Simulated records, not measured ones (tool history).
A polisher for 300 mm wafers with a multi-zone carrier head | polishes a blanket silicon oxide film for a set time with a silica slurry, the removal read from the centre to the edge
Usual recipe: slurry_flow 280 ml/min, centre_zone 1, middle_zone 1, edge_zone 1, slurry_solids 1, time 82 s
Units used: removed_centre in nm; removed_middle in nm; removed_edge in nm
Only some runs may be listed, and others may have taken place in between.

run	hour	slurry_flow	centre_zone	middle_zone	edge_zone	slurry_solids	time	wafers since the last listed run	wafers polished on this pad	hours since the slurry nozzle was cleaned	hours since the centre zone pressure was calibrated	hours since the edge zone pressure was calibrated	hours since the carrier head's membrane was replaced	incoming thickness of the incoming film, nm	removed_centre	removed_middle	removed_edge
1	0	280	1	1	1	1	94	0	861	65.3	325.7	1194.2	166.7	1429.5	231.8	214.1	224.8
# hour 8: edge zone pressure recalibrated
2	31.2	280	1	1	1.08	1	82	180	1041	96.5	356.9	23.2	197.9	1413.3	201.7	191.7	196
3	48.2	280	1	1	1	1	82	104	1145	113.5	373.9	40.2	214.9	1432	199.8	189.5	191.8
# hour 54.2: worn pad replaced by a new one
4	61.9	280	1	0.94	1	1.15	82	59	47	127.2	387.6	53.9	228.6	1415.4	213.4	191.6	199.7
5	82.4	280	1	1.09	1	1	82	126	173	147.7	408.1	74.4	249.1	1411.6	201.3	205.3	187.6
6	112.5	280	1	1	1	0.8	82	185	359	177.8	438.2	104.5	279.2	1405.4	185.5	170.3	173.5
7	130.7	280	1	1	0.95	1.1	57	112	471	196	456.4	122.7	297.4	1458.9	149.7	136.8	136
8	145	280	1	1	1	1	91	88	559	210.3	470.7	137	311.7	1453.5	229.3	208.2	208.5
# hour 171.7: centre zone pressure recalibrated
9	176.4	280	1	1	1	1	82	181	741	241.7	4.7	168.4	343.1	1440.8	192.4	188.7	185.2
# hour 206.2: slurry nozzle cleaned
10	258.1	280	1	1.05	1	1.25	82	497	1238	51.9	86.4	250.1	424.8	1439.3	220.9	216.7	211.8
# hour 272.8: worn pad replaced by a new one
11	274.4	280	1	1.04	1	1	94	75	9	68.2	102.7	266.4	441.1	1422.5	225.6	223.9	216.4
12	293.3	280	1	1	1	1	82	116	126	87.1	121.6	285.3	460	1431.5	200.7	187.5	191
13	310.7	280	1	1.03	1	1	82	107	233	104.5	139	302.7	477.4	1461.3	202.2	193.4	192
14	340.9	280	1	1	1	0.8	73	186	419	134.7	169.2	332.9	507.6	1425.4	163.6	151.4	154.7
15	356.7	280	1	1	1	1	82	97	517	150.5	185	348.7	523.4	1452.7	201.5	191.6	188
# hour 370.3: carrier head's membrane replaced by a new one
16	384.6	280	1.04	1	1	1	82	141	658	178.4	212.9	376.6	14.3	1422.6	216.2	190.8	191.8
17	442.4	280	1	1	1.08	1	82	356	1014	236.2	270.7	434.4	72.1	1447.4	206.4	189	197.2

Run 18 has not been measured yet. What should we expect?
# hour 455.1: slurry nozzle cleaned
18	455.6	355	1	1	1	1	82	75	1090	0.5	283.9	447.6	85.3	1457.2	?	?	?

{"run 18": {"removed_centre": 212.5, "removed_middle": 193.2, "removed_edge": 196.6}}
Without the tool's hidden state the same run would have given removed_centre 194.8 nm, removed_middle 193.3 nm, removed_edge 196.6 nm.

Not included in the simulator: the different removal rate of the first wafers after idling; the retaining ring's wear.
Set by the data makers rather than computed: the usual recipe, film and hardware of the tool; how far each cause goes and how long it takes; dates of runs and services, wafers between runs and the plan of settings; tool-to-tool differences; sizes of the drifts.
